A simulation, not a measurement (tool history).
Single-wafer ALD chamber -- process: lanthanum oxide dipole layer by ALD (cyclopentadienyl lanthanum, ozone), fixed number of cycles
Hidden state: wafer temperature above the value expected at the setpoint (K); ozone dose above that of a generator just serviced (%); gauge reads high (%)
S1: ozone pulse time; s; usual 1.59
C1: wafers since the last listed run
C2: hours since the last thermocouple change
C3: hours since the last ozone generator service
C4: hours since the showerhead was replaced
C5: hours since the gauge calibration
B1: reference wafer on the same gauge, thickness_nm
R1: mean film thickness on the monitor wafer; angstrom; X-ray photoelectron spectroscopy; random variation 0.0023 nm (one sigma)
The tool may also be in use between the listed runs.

{"run": 1, "hour": 0.0, "S1": 1.41, "C1": 0, "C2": 480.2, "C3": 409.6, "C4": 5031.4, "C5": 25.5, "B1": 0.582, "R1": 5.52}
{"run": 2, "hour": 34.1, "S1": 1.59, "C1": 764, "C2": 514.3, "C3": 443.7, "C4": 5065.5, "C5": 59.6, "B1": 0.582, "R1": 5.64}
{"run": 3, "hour": 47.8, "S1": 1.59, "C1": 307, "C2": 528.0, "C3": 457.4, "C4": 5079.2, "C5": 73.3, "B1": 0.582, "R1": 5.62}
{"run": 4, "hour": 78.5, "S1": 1.59, "C1": 688, "C2": 558.7, "C3": 488.1, "C4": 5109.9, "C5": 104.0, "B1": 0.582, "R1": 5.62}
{"run": 5, "hour": 91.1, "S1": 1.31, "C1": 282, "C2": 571.3, "C3": 500.7, "C4": 5122.5, "C5": 116.6, "B1": 0.582, "R1": 5.42}
{"run": 6, "hour": 120.0, "S1": 1.31, "C1": 647, "C2": 600.2, "C3": 529.6, "C4": 5151.4, "C5": 145.5, "B1": 0.583, "R1": 5.47}
{"run": 7, "hour": 135.6, "S1": 1.59, "C1": 349, "C2": 615.8, "C3": 545.2, "C4": 5167.0, "C5": 161.1, "B1": 0.582, "R1": 5.64}
{"run": 8, "hour": 171.5, "S1": 1.1, "C1": 804, "C2": 651.7, "C3": 581.1, "C4": 5202.9, "C5": 197.0, "B1": 0.582, "R1": 5.2}
{"hour": 192.8, "done": "ozone generator serviced"}
{"run": 9, "hour": 204.2, "S1": 1.1, "C1": 553, "C2": 684.4, "C3": 11.4, "C4": 5235.6, "C5": 229.7, "B1": 0.582, "R1": 5.15}
{"run": 10, "hour": 237.3, "S1": 1.1, "C1": 741, "C2": 717.5, "C3": 44.5, "C4": 5268.7, "C5": 262.8, "B1": 0.582, "R1": 5.19}
{"run": 11, "hour": 260.7, "S1": 1.59, "C1": 524, "C2": 740.9, "C3": 67.9, "C4": 5292.1, "C5": 286.2, "B1": 0.582, "R1": 5.65}
{"run": 12, "hour": 275.9, "S1": 1.4, "C1": 340, "C2": 756.1, "C3": 83.1, "C4": 5307.3, "C5": 301.4, "B1": 0.582, "R1": 5.5}
{"hour": 311.0, "done": "showerhead replaced"}
{"run": 13, "hour": 322.6, "S1": 2.07, "C1": 867, "C2": 802.8, "C3": 129.8, "C4": 11.6, "C5": 348.1, "B1": 0.583, "R1": 5.76}
{"run": 14, "hour": 403.8, "S1": 1.01, "C1": 1819, "C2": 884.0, "C3": 211.0, "C4": 92.8, "C5": 429.3, "B1": 0.582, "R1": 5.01}
{"hour": 414.8, "done": "gauge calibrated"}
{"run": 15, "hour": 435.3, "S1": 1.59, "C1": 706, "C2": 915.5, "C3": 242.5, "C4": 124.3, "C5": 20.5, "B1": 0.582, "R1": 5.62}
{"run": 16, "hour": 467.5, "S1": 1.59, "C1": 721, "C2": 947.7, "C3": 274.7, "C4": 156.5, "C5": 52.7, "B1": 0.582, "R1": 5.62}
{"hour": 477.7, "done": "thermocouple changed; heater temperature recalibrated"}
{"run": 17, "hour": 494.6, "S1": 2.0, "C1": 428, "C2": 16.9, "C3": 301.8, "C4": 183.6, "C5": 79.8, "B1": 0.582, "R1": 5.81}
{"run": 18, "hour": 519.0, "S1": 1.37, "C1": 546, "C2": 41.3, "C3": 326.2, "C4": 208.0, "C5": 104.2, "B1": 0.582, "R1": 5.51}
{"run": 19, "hour": 554.1, "S1": 1.87, "C1": 786, "C2": 76.4, "C3": 361.3, "C4": 243.1, "C5": 139.3, "B1": 0.582, "R1": 5.76}
{"run": 20, "hour": 586.1, "S1": 2.05, "C1": 717, "C2": 108.4, "C3": 393.3, "C4": 275.1, "C5": 171.3, "B1": 0.583, "R1": 5.79}
{"run": 21, "hour": 617.4, "S1": 1.59, "C1": 701, "C2": 139.7, "C3": 424.6, "C4": 306.4, "C5": 202.6, "B1": 0.582, "R1": 5.62}

Across each entry between runs, compare the hidden state at the last listed run before it with the hidden state at the first listed run after it:
Logged between run 8 and run 9: ozone generator serviced (hour 192.8)
  no hidden state differs between the two runs
Logged between run 12 and run 13: showerhead replaced (hour 311.0)
  no hidden state differs between the two runs
Logged between run 14 and run 15: gauge calibrated (hour 414.8)
  no hidden state differs between the two runs
Logged between run 16 and run 17: thermocouple changed; heater temperature recalibrated (hour 477.7)
  no hidden state differs between the two runs

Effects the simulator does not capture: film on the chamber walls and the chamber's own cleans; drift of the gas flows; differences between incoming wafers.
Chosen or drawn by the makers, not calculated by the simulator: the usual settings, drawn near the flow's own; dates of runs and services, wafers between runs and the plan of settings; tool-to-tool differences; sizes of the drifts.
